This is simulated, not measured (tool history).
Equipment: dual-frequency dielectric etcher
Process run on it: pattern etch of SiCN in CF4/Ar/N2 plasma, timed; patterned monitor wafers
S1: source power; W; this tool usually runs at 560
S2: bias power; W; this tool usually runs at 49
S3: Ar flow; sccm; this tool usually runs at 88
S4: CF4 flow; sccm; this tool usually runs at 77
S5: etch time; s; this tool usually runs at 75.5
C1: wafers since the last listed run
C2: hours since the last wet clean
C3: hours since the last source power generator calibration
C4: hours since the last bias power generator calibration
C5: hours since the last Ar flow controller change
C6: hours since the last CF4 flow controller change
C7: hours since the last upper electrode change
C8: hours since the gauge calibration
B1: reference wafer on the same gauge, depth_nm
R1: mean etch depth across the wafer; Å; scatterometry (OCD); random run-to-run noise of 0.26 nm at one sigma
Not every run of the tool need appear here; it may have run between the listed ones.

run     day   S1  S2   S3  S4    S5   C1     C2     C3     C4     C5      C6      C7     C8    B1   R1
  1       0  560  49   88  77  75.5    0    128  291.9   70.7  132.7  4744.6    5374  129.4    74  695
  2   1.304  560  49   88  77  75.5  260  159.3  323.2    102    164  4775.9  5405.3  160.7  73.9  693
  3   2.346  560  49   88  77  75.5  208  184.3  348.2    127    189  4800.9  5430.3  185.7  73.9  697
  4   3.708  560  49   88  77  75.5  272    217  380.9  159.7  221.7  4833.6    5463  218.4  73.9  693
  5   4.271  560  43   88  87  65.5  112  230.5  394.4  173.2  235.2  4847.1  5476.5  231.9  73.9  599
  6   5.367  640  49   88  77  89.5  219  256.8  420.7  199.5  261.5  4873.4  5502.8  258.2  73.9  945
  7   6.654  480  49   88  77  92.5  257  287.7  451.6  230.4  292.4  4904.3  5533.7  289.1  73.9  734
      8.762  -- upper electrode replaced
  8   8.783  560  41   88  77  75.5  225  338.8  502.7  281.5  343.5  4955.4     0.5  340.2  73.8  675
  9   8.796  560  49   88  86    87    2  339.1    503  281.8  343.8  4955.7     0.8  340.5  73.8  820
     10.233  -- CF4 flow controller replaced
 10  10.254  560  49   88  77  75.5  241  374.1    538  316.8  378.8     0.5    35.8  375.5    74  698
 11  11.217  560  41   88  77  75.5  192  397.2  561.1  339.9  401.9    23.6    58.9  398.6  73.9  679
 12  12.275  480  49   88  77  75.5  211  422.6  586.5  365.3  427.3      49    84.3    424  73.9  601
 13  13.575  560  49   88  77  75.5  260  453.8  617.7  396.5  458.5    80.2   115.5  455.2  73.9  711
     14.967  -- wet clean of the chamber
 14  14.988  560  49  101  88  75.5   82    0.5  651.6  430.4  492.4   114.1   149.4  489.1  73.8  682
 15  15.338  460  49   77  77  75.5   70    8.9    660  438.8  500.8   122.5   157.8  497.5    74  571
 16   15.85  560  49   73  89  84.5  102   21.2  672.3  451.1  513.1   134.8   170.1  509.8    74  803
 17    17.1  490  49   88  77  75.5  250   51.2  702.3  481.1  543.1   164.8   200.1  539.8  73.9  598
 18  18.262  680  49   81  77  75.5  232   79.1  730.2    509    571   192.7     228  567.7  73.9  842
 19  19.642  680  49   67  59  60.5  275  112.2  763.3  542.1  604.1   225.8   261.1  600.8  73.9  673
 20  20.942  560  49   95  77  90.5  260  143.4  794.5  573.3  635.3     257   292.3    632  73.9  819
 21  21.725  560  44   88  77  75.5  156  162.2  813.3  592.1  654.1   275.8   311.1  650.8  73.8  674

Forecast each of these 4 alternatives for the next run:
  A  21.742  560  49  88  84  75.5   3  162.6  813.7  592.5  654.5  276.2  311.5  651.2   ?   ?
  B  21.742  560  49  88  92  75.5   3  162.6  813.7  592.5  654.5  276.2  311.5  651.2   ?   ?
  C  21.742  560  41  88  77  95.5   3  162.6  813.7  592.5  654.5  276.2  311.5  651.2   ?   ?
  D  21.742  650  49  66  77    64   3  162.6  813.7  592.5  654.5  276.2  311.5  651.2   ?   ?

run    B1   R1
  A  73.9  700
  B  73.9  709
  C  73.9  841
  D  73.9  707
What these runs would have given with no unlogged condition in the tool:
run   R1
  A  704
  B  712
  C  845
  D  711
